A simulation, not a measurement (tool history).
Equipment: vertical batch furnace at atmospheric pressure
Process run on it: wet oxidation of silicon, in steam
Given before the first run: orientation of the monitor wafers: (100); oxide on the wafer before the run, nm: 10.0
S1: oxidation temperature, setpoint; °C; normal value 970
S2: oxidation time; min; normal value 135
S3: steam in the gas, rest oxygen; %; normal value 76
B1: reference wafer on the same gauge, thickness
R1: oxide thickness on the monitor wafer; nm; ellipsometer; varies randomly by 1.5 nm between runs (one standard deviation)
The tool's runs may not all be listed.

Run 1, hour 0: usual settings; B1 476.18. Result: R1 457.57 nm.
Run 2, hour 20.6: usual settings; B1 476.61. Result: R1 454.99 nm.
Run 3, hour 30.9: usual settings; B1 475.65. Result: R1 455.58 nm.
Run 4, hour 39.2: usual settings; B1 476.01. Result: R1 452.84 nm.
At hour 79: gauge calibrated.
Run 5, hour 86.1: usual settings; B1 476.09. Result: R1 452.29 nm.
Run 6, hour 106.2: usual settings but S2 177 min, S3 73 %; B1 475.87. Result: R1 531.32 nm.
Run 7, hour 122.7: usual settings but S2 177 min, S3 73 %; B1 476.17. Result: R1 532.63 nm.
Run 8, hour 147: usual settings; B1 476.06. Result: R1 454.4 nm.
Run 9, hour 160.4: usual settings; B1 476.21. Result: R1 453.11 nm.
Run 10, hour 169.6: usual settings but S2 152 min, S3 71 %; B1 475.87. Result: R1 470 nm.
Run 11, hour 189.7: usual settings; B1 476.04. Result: R1 455.78 nm.
At hour 215.8: steam generator serviced.
Run 12, hour 216.3: usual settings; B1 476.27. Result: R1 478.25 nm.
Run 13, hour 269.5: usual settings; B1 475.81. Result: R1 479.91 nm.
Run 14, hour 290.9: usual settings but S1 957 °C; B1 476.52. Result: R1 432.35 nm.
Run 15, hour 300.9: usual settings but S1 989 °C, S2 160.5 min; B1 476.08. Result: R1 610.99 nm.
Run 16, hour 313.2: usual settings; B1 476.01. Result: R1 476.94 nm.
Run 17, hour 321.5: usual settings but S1 952 °C, S2 176 min; B1 476.02. Result: R1 501.01 nm.
Run 18, hour 331.9: usual settings but S2 154.5 min, S3 81 %; B1 476.08. Result: R1 547.94 nm.
Run 19, hour 340.3: usual settings but S2 190 min; B1 475.89. Result: R1 603.88 nm.
Run 20, hour 352.7: usual settings; B1 476.47. Result: R1 476.87 nm.
Run 21, hour 368.2: usual settings but S2 94.5 min; B1 475.78. Result: R1 371.22 nm.
Run 22, hour 389: usual settings; B1 475.98. Result: R1 477.76 nm.
Run 23, hour 397.8: usual settings but S2 84 min; B1 476.27. Result: R1 339.09 nm.
Run 24, hour 420.5: usual settings but S1 994 °C, S3 72 %; B1 476.47. Result: R1 542.45 nm.
At hour 462.4: thermocouples replaced and temperature profile calibrated.
Run 25, hour 462.9: usual settings but S3 84 %; B1 476.2. Result: R1 506.65 nm.
Run 26, hour 468.7: usual settings but S2 71.5 min; B1 475.62. Result: R1 302.89 nm.
Run 27, hour 474.4: usual settings; B1 476.23. Result: R1 475.43 nm.
Run 28, hour 483.4: usual settings but S1 949 °C, S3 64 %; B1 475.57. Result: R1 354.16 nm.
Run 29, hour 507.2: usual settings; B1 475.98. Result: R1 472.91 nm.
Run 30, hour 528: usual settings but S2 71.5 min; B1 476.04. Result: R1 301.64 nm.
Run 31, hour 545.3: usual settings but S1 986 °C, S2 159.5 min, S3 71 %; B1 476.12. Result: R1 564.94 nm.
Run 32, hour 557.3: usual settings; B1 475.9. Result: R1 472.21 nm.

For run 33, what comes out?
Run 33, hour 565.9: usual settings; B1 ?. Result: R1 ?.

B1: 476.22
R1: 471.38 nm
On a tool with no hidden condition, and with the same random variation, this run would have come out at R1 479.88 nm.
